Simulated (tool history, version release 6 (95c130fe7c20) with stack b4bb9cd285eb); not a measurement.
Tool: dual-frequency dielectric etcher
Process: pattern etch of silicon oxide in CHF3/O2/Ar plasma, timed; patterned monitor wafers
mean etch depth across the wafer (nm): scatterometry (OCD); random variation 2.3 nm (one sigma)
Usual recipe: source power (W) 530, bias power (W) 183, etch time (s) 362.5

run	hour	source power (W)	bias power (W)	etch time (s)	read-back reference wafer on the same gauge, depth_nm	mean etch depth across the wafer (nm)
1	0.0	610	183	362.5	662.8	717.8
2	47.1	530	214	362.5	661.6	698.3
3	94.3	590	183	362.5	662.1	711.3
4	142.3	590	183	362.5	661.7	707.4
5	202.0	590	183	362.5	662.1	714.1
6	247.8	530	183	362.5	662.3	678.0
7	313.9	530	183	362.5	662.1	679.4
8	380.2	530	183	362.5	662.2	679.4
9	436.8	530	183	362.5	661.8	679.8
10	497.4	530	183	362.5	661.7	680.7
11	526.8	530	183	362.5	661.9	682.1
12	557.5	580	199	311.0	661.7	616.9
13	599.1	470	183	418.0	661.7	747.8
14	637.6	500	183	311.0	662.4	570.8
15	673.7	560	183	305.5	662.7	583.7
16	719.8	440	183	362.5	661.2	632.0
17	763.4	410	162	262.0	662.9	437.7
18	793.6	530	142	261.0	661.7	468.7
19	842.6	400	201	362.5	661.5	620.2
20	902.2	470	183	362.5	662.1	651.3
21	939.6	530	151	407.5	662.4	744.4
22	976.6	470	219	362.5	661.4	673.4
23	1116.3	570	224	405.5	661.7	811.9
24	1165.1	530	183	362.5	662.5	673.9
25	1235.8	410	162	262.0	661.6	435.6
26	1299.6	530	197	319.5	661.6	604.6
27	1362.4	530	183	362.5	662.6	678.3
28	1401.8	530	212	362.5	663.1	697.0
29	1428.9	530	183	390.0	661.4	730.5
30	1489.0	530	183	362.5	662.4	679.7
31	1534.6	530	165	469.0	661.3	863.8

Not shown: 8 entries that the log had between the listed runs. Between which runs, and how does the tool's hidden state differ before and after?
In the gap between runs 4 and 5: gauge calibrated (hour 197.8)
  no hidden state differs between the two runs
In the gap between runs 5 and 6: wet clean of the chamber (hour 247.3)
  no hidden state differs between the two runs
In the gap between runs 15 and 16: wet clean of the chamber (hour 719.3)
  no hidden state differs between the two runs
In the gap between runs 18 and 19: source power generator calibrated (hour 811.9)
  no hidden state differs between the two runs
In the gap between runs 22 and 23: bias power generator calibrated (hour 994.7); upper electrode replaced (hour 1007.6); wet clean of the chamber (hour 1115.8)
  no hidden state differs between the two runs
In the gap between runs 29 and 30: wet clean of the chamber (hour 1488.5)
  no hidden state differs between the two runs
